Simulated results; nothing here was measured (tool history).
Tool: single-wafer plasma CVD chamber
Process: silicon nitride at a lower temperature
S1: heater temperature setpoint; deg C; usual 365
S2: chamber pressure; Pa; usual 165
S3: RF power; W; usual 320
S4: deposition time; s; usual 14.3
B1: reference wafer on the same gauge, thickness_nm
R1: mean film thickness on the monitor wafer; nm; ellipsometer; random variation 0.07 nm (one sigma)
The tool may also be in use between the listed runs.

run    hour   S1   S2   S3    S4      B1      R1
  1     0.0  365  165  300  14.3  13.313  13.806
  2   188.3  365  165  300  14.3  13.292  13.716
  3   214.7  377  165  320  14.3  13.303  14.683
  4   269.7  377  165  320  14.3  13.302  14.741
  5   295.8  365  165  320  14.3  13.304  14.629
  6   350.4  365  165  320  14.3  13.307  14.609
  7   524.5  365  165  320  14.3  13.297  14.595
  8   551.9  365  165  320  14.3  13.291  14.593
  9   609.6  365  165  320  14.3  13.303  14.675
 10   644.5  365  165  320  14.3  13.295  14.693
 11   693.4  365  165  320  14.3  13.292  14.646
 12   735.4  365  184  320  14.3  13.306  14.731
 13   800.8  365  184  320  14.3  13.295  14.804
 14   829.8  365  165  320  14.3  13.292  14.415
 15   901.7  353  165  320  14.3  13.309  14.440
 16   987.5  365  184  320  14.3  13.282  15.232
 17  1021.0  365  149  260  16.1  13.301  13.006
 18  1081.4  365  165  300  14.3  13.304  13.777
 19  1141.2  365  165  320  12.8  13.298  13.381
 20  1213.2  365  201  370  16.3  13.296  20.188
 21  1262.1  365  200  320  12.6  13.305  13.834
 22  1331.9  365  149  260  14.3  13.286  11.546
 23  1362.8  365  165  320  14.3  13.300  14.816
 24  1421.4  365  165  320  14.3  13.286  15.002
 25  1456.5  357  165  295  14.3  13.299  13.621
 26  1514.9  376  184  320  14.3  13.300  15.171
 27  1560.4  365  148  320  14.3  13.302  14.240
 28  1609.7  358  152  300  11.6  13.288  11.014
 29  1658.0  365  125  320  13.0  13.297  12.401

Not shown: 6 entries that the log had between the listed runs. Between which runs, and how does the tool's hidden state differ before and after?
Between runs 5 and 6: thermocouple changed; heater temperature recalibrated (hour 348.8)
  true pressure above the setpoint (%): -5.09 -> -5.23
  measured less the result without the state, R1: -0.211 -> -0.217 nm
Between runs 6 and 7: RF generator calibrated (hour 432.9)
  true pressure above the setpoint (%): -5.23 -> -5.67
  measured less the result without the state, R1: -0.217 -> -0.236 nm
Between runs 11 and 12: capacitance manometer re-zeroed and calibrated (hour 713.6)
  true pressure above the setpoint (%): -6.1 -> -9.82
  measured less the result without the state, R1: -0.255 -> -0.422 nm
Between runs 14 and 15: gauge calibrated (hour 859.3)
  true pressure above the setpoint (%): -10.1 -> -10.2
  measured less the result without the state, R1: -0.432 -> -0.441 nm
Between runs 15 and 16: capacitance manometer re-zeroed and calibrated, repeated, since the last time left the tool worse (hour 967.9)
  true pressure above the setpoint (%): -10.2 -> 0.0604
  measured less the result without the state, R1: -0.441 -> +0.003 nm
Between runs 20 and 21: showerhead replaced (hour 1253.9)
  true pressure above the setpoint (%): -0.511 -> -0.635
  measured less the result without the state, R1: -0.028 -> -0.024 nm
